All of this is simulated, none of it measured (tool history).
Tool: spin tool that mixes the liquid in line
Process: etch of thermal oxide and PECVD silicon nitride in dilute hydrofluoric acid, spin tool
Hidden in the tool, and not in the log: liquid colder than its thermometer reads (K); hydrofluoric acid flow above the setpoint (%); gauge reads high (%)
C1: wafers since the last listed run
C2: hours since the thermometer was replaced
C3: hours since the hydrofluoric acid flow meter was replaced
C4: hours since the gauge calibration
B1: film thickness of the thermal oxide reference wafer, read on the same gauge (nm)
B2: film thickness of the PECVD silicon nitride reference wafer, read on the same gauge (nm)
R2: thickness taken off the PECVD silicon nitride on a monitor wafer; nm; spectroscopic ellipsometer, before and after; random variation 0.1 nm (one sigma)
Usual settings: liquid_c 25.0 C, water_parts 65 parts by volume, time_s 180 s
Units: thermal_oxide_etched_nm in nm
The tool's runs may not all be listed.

Run 1, day 0.000: usual settings; C1 0; C2 933.3; C3 1890.8; C4 546.3; B1 80.01; B2 70.01. Result: thermal_oxide_etched_nm 16.23 nm, R2 16.91 nm.
Run 2, day 0.783: usual settings; C1 172; C2 952.1; C3 1909.6; C4 565.1; B1 79.98; B2 70.02. Result: thermal_oxide_etched_nm 16.33 nm, R2 16.84 nm.
Run 3, day 2.096: usual settings but liquid_c 28.0 C, water_parts 80 parts by volume; C1 289; C2 983.6; C3 1941.1; C4 596.6; B1 79.98; B2 70.02. Result: thermal_oxide_etched_nm 14.66 nm, R2 16.80 nm.
Run 4, day 2.979: usual settings but time_s 205 s; C1 194; C2 1004.8; C3 1962.3; C4 617.8; B1 80.00; B2 70.00. Result: thermal_oxide_etched_nm 18.48 nm, R2 19.11 nm.
At day 6.754: gauge calibrated.
Run 5, day 7.000: usual settings but liquid_c 22.5 C; C1 886; C2 1101.3; C3 2058.8; C4 5.9; B1 80.00; B2 70.00. Result: thermal_oxide_etched_nm 14.71 nm, R2 14.23 nm.
Run 6, day 8.479: usual settings but liquid_c 22.5 C; C1 326; C2 1136.8; C3 2094.3; C4 41.4; B1 80.02; B2 69.98. Result: thermal_oxide_etched_nm 14.85 nm, R2 14.24 nm.
At day 9.154: hydrofluoric acid flow meter replaced.
Run 7, day 9.225: usual settings but liquid_c 28.5 C; C1 155; C2 1154.7; C3 1.7; C4 59.3; B1 79.99; B2 70.03. Result: thermal_oxide_etched_nm 18.56 nm, R2 21.32 nm.
At day 9.792: thermometer replaced.
Run 8, day 10.546: usual settings but liquid_c 28.5 C; C1 282; C2 18.1; C3 33.4; C4 91.0; B1 80.02; B2 69.98. Result: thermal_oxide_etched_nm 18.81 nm, R2 21.42 nm.
Run 9, day 11.300: usual settings but liquid_c 28.5 C; C1 166; C2 36.2; C3 51.5; C4 109.1; B1 80.01; B2 70.00. Result: thermal_oxide_etched_nm 18.80 nm, R2 21.40 nm.
Run 10, day 15.750: usual settings but liquid_c 23.5 C, water_parts 50 parts by volume, time_s 110 s; C1 981; C2 143.0; C3 158.3; C4 215.9; B1 80.00; B2 70.02. Result: thermal_oxide_etched_nm 12.35 nm, R2 11.94 nm.
Run 11, day 17.025: usual settings but liquid_c 29.5 C; C1 281; C2 173.6; C3 188.9; C4 246.5; B1 80.02; B2 70.00. Result: thermal_oxide_etched_nm 19.32 nm, R2 22.36 nm.
Run 12, day 17.650: usual settings but liquid_c 28.5 C, water_parts 80 parts by volume, time_s 120 s; C1 137; C2 188.6; C3 203.9; C4 261.5; B1 79.98; B2 69.99. Result: thermal_oxide_etched_nm 9.90 nm, R2 11.52 nm.
Run 13, day 18.638: usual settings but liquid_c 20.5 C, water_parts 40 parts by volume; C1 217; C2 212.3; C3 227.6; C4 285.2; B1 80.00; B2 69.99. Result: thermal_oxide_etched_nm 22.73 nm, R2 19.80 nm.
Run 14, day 19.375: usual settings; C1 162; C2 230.0; C3 245.3; C4 302.9; B1 79.98; B2 69.99. Result: thermal_oxide_etched_nm 16.33 nm, R2 16.77 nm.
Run 15, day 20.479: usual settings but time_s 95 s; C1 243; C2 256.5; C3 271.8; C4 329.4; B1 79.99; B2 70.02. Result: thermal_oxide_etched_nm 8.59 nm, R2 8.85 nm.
Run 16, day 22.425: usual settings but liquid_c 22.5 C, water_parts 55 parts by volume; C1 429; C2 303.2; C3 318.5; C4 376.1; B1 79.98; B2 69.99. Result: thermal_oxide_etched_nm 17.55 nm, R2 16.81 nm.
Run 17, day 23.192: usual settings but water_parts 40 parts by volume; C1 169; C2 321.6; C3 336.9; C4 394.5; B1 80.02; B2 69.99. Result: thermal_oxide_etched_nm 27.57 nm, R2 27.47 nm.
Run 18, day 24.358: usual settings; C1 257; C2 349.6; C3 364.9; C4 422.5; B1 80.00; B2 69.97. Result: thermal_oxide_etched_nm 16.39 nm, R2 16.82 nm.
Run 19, day 25.154: usual settings; C1 175; C2 368.7; C3 384.0; C4 441.6; B1 80.00; B2 69.99. Result: thermal_oxide_etched_nm 16.27 nm, R2 16.79 nm.
Run 20, day 26.329: usual settings but liquid_c 23.5 C, time_s 125 s; C1 259; C2 396.9; C3 412.2; C4 469.8; B1 80.00; B2 70.00. Result: thermal_oxide_etched_nm 10.59 nm, R2 10.57 nm.
Run 21, day 26.842: usual settings but liquid_c 29.0 C, water_parts 95 parts by volume, time_s 125 s; C1 113; C2 409.2; C3 424.5; C4 482.1; B1 80.01; B2 70.00. Result: thermal_oxide_etched_nm 8.69 nm, R2 10.32 nm.
Run 22, day 27.862: usual settings but liquid_c 21.5 C, water_parts 80 parts by volume, time_s 215 s; C1 225; C2 433.7; C3 449.0; C4 506.6; B1 80.01; B2 69.99. Result: thermal_oxide_etched_nm 13.36 nm, R2 12.98 nm.
Run 23, day 28.892: usual settings but liquid_c 29.5 C, water_parts 55 parts by volume; C1 226; C2 458.4; C3 473.7; C4 531.3; B1 80.01; B2 69.99. Result: thermal_oxide_etched_nm 23.39 nm, R2 26.65 nm.
Run 24, day 30.242: usual settings but liquid_c 28.5 C, water_parts 55 parts by volume, time_s 240 s; C1 297; C2 490.8; C3 506.1; C4 563.7; B1 80.01; B2 70.00. Result: thermal_oxide_etched_nm 29.83 nm, R2 33.37 nm.
Run 25, day 30.938: usual settings; C1 153; C2 507.5; C3 522.8; C4 580.4; B1 79.99; B2 69.98. Result: thermal_oxide_etched_nm 16.30 nm, R2 16.80 nm.
Run 26, day 31.933: usual settings but water_parts 80 parts by volume, time_s 80 s; C1 219; C2 531.4; C3 546.7; C4 604.3; B1 80.01; B2 70.00. Result: thermal_oxide_etched_nm 5.76 nm, R2 6.07 nm.

4 ways to go on from here, each from the tool as it stands after run 26. What would each give?
Run A, day 31.954: usual settings; C1 4; C2 531.9; C3 547.2; C4 604.8; B1 ?; B2 ?. Result: thermal_oxide_etched_nm ?, R2 ?.
Run B, day 31.954: usual settings but liquid_c 22.5 C, time_s 135 s; C1 4; C2 531.9; C3 547.2; C4 604.8; B1 ?; B2 ?. Result: thermal_oxide_etched_nm ?, R2 ?.
Run C, day 31.954: usual settings but liquid_c 20.5 C, water_parts 75 parts by volume, time_s 265 s; C1 4; C2 531.9; C3 547.2; C4 604.8; B1 ?; B2 ?. Result: thermal_oxide_etched_nm ?, R2 ?.
Run D, day 31.954: usual settings but liquid_c 20.5 C, time_s 265 s; C1 4; C2 531.9; C3 547.2; C4 604.8; B1 ?; B2 ?. Result: thermal_oxide_etched_nm ?, R2 ?.

run     B1     B2  thermal_oxide_etched_nm     R2
  A  79.99  70.03                    16.46  16.85
  B  79.99  70.03                    11.15  10.69
  C  79.99  70.03                    17.25  15.92
  D  79.99  70.03                    20.14  18.30
Without the tool's hidden state the same runs would have given:
run  thermal_oxide_etched_nm     R2
  A                    16.46  16.85
  B                    11.15  10.69
  C                    17.25  15.92
  D                    20.14  18.30

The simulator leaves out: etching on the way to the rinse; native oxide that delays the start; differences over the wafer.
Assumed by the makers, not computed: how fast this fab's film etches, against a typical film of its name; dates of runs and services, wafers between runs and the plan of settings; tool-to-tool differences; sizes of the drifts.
